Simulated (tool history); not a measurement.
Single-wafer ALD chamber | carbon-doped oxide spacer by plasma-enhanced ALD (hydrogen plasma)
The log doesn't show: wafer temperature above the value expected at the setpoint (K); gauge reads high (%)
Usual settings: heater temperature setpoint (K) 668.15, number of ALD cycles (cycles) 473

| run | hour | heater temperature setpoint (K) | number of ALD cycles (cycles) | wafers since the last listed run | hours since the last thermocouple change | hours since the gauge calibration | read-back reference wafer on the same gauge, thickness_nm | mean film thickness on the monitor wafer (angstrom) |
|---|---|---|---|---|---|---|---|---|
| 1 | 0 | 668.15 | 473 | 0 | 56.2 | 666.9 | 24.891 | 246.67 |
| 2 | 88 | 668.15 | 401 | 95 | 144.2 | 754.9 | 24.907 | 208.99 |
| 3 | 191.5 | 668.15 | 401 | 112 | 247.7 | 858.4 | 24.927 | 209.13 |
| 4 | 296.7 | 668.15 | 401 | 114 | 352.9 | 963.6 | 24.939 | 208.79 |
| 5 | 347.8 | 668.15 | 473 | 55 | 404 | 1014.7 | 24.949 | 246.51 |
| 6 | 387.5 | 668.15 | 473 | 43 | 443.7 | 1054.4 | 24.955 | 247.37 |
| 7 | 445.7 | 668.15 | 473 | 63 | 501.9 | 1112.6 | 24.965 | 247.58 |
| 8 | 530.7 | 675.15 | 473 | 92 | 586.9 | 1197.6 | 24.987 | 244.1 |
| 9 | 614.7 | 668.15 | 436 | 91 | 670.9 | 1281.6 | 25.018 | 227.43 |
| 10 | 696.2 | 668.15 | 473 | 88 | 752.4 | 1363.1 | 25.026 | 246.84 |
| 11 | 772.9 | 668.15 | 473 | 83 | 829.1 | 1439.8 | 25.04 | 247.52 |
| 12 | 857 | 675.15 | 492 | 91 | 913.2 | 1523.9 | 25.056 | 255.27 |
| 13 | 935.1 | 675.15 | 492 | 84 | 991.3 | 1602 | 25.081 | 255.23 |
| 14 | 1007 | 675.15 | 492 | 77 | 1063.2 | 1673.9 | 25.094 | 255.79 |
|  | 1049.8 | thermocouple changed; heater temperature recalibrated |
| 15 | 1213.9 | 676.15 | 473 | 215 | 164.1 | 1880.8 | 25.114 | 245.57 |
| 16 | 1312.3 | 675.15 | 530 | 106 | 262.5 | 1979.2 | 25.143 | 276.16 |
| 17 | 1359.1 | 682.15 | 430 | 50 | 309.3 | 2026 | 25.157 | 217.72 |
|  | 1403.4 | gauge calibrated |
| 18 | 1430 | 668.15 | 473 | 76 | 380.2 | 26.6 | 24.838 | 246.14 |
| 19 | 1479.2 | 679.15 | 411 | 53 | 429.4 | 75.8 | 24.868 | 208.5 |
| 20 | 1531.2 | 663.15 | 430 | 56 | 481.4 | 127.8 | 24.856 | 224.29 |
| 21 | 1577.5 | 668.15 | 433 | 50 | 527.7 | 174.1 | 24.876 | 224.39 |
| 22 | 1662.7 | 663.15 | 510 | 92 | 612.9 | 259.3 | 24.878 | 263.72 |
| 23 | 1755.6 | 663.15 | 404 | 100 | 705.8 | 352.2 | 24.902 | 209.51 |
| 24 | 1837.7 | 668.15 | 473 | 89 | 787.9 | 434.3 | 24.916 | 246.25 |
| 25 | 1897.4 | 668.15 | 473 | 64 | 847.6 | 494 | 24.919 | 246.64 |
| 26 | 1964 | 682.15 | 473 | 72 | 914.2 | 560.6 | 24.95 | 238.52 |
| 27 | 2059.2 | 668.15 | 473 | 103 | 1009.4 | 655.8 | 24.977 | 247.97 |
| 28 | 2155.9 | 668.15 | 473 | 104 | 1106.1 | 752.5 | 24.983 | 247.2 |

3 ways to go on from here, each from the tool as it stands after run 28. What would each give?
| A | 2157 | 668.15 | 473 | 1 | 1107.2 | 753.6 | ? | ? |
| B | 2157 | 663.15 | 439 | 1 | 1107.2 | 753.6 | ? | ? |
| C | 2157 | 668.15 | 404 | 1 | 1107.2 | 753.6 | ? | ? |

| run | read-back reference wafer on the same gauge, thickness_nm | mean film thickness on the monitor wafer (angstrom) |
|---|---|---|
| A | 24.978 | 248.61 |
| B | 24.978 | 230.74 |
| C | 24.978 | 212.35 |
Without the tool's hidden state the same runs would have given:
| run | mean film thickness on the monitor wafer (angstrom) |
|---|---|
| A | 246.77 |
| B | 229.03 |
| C | 210.77 |

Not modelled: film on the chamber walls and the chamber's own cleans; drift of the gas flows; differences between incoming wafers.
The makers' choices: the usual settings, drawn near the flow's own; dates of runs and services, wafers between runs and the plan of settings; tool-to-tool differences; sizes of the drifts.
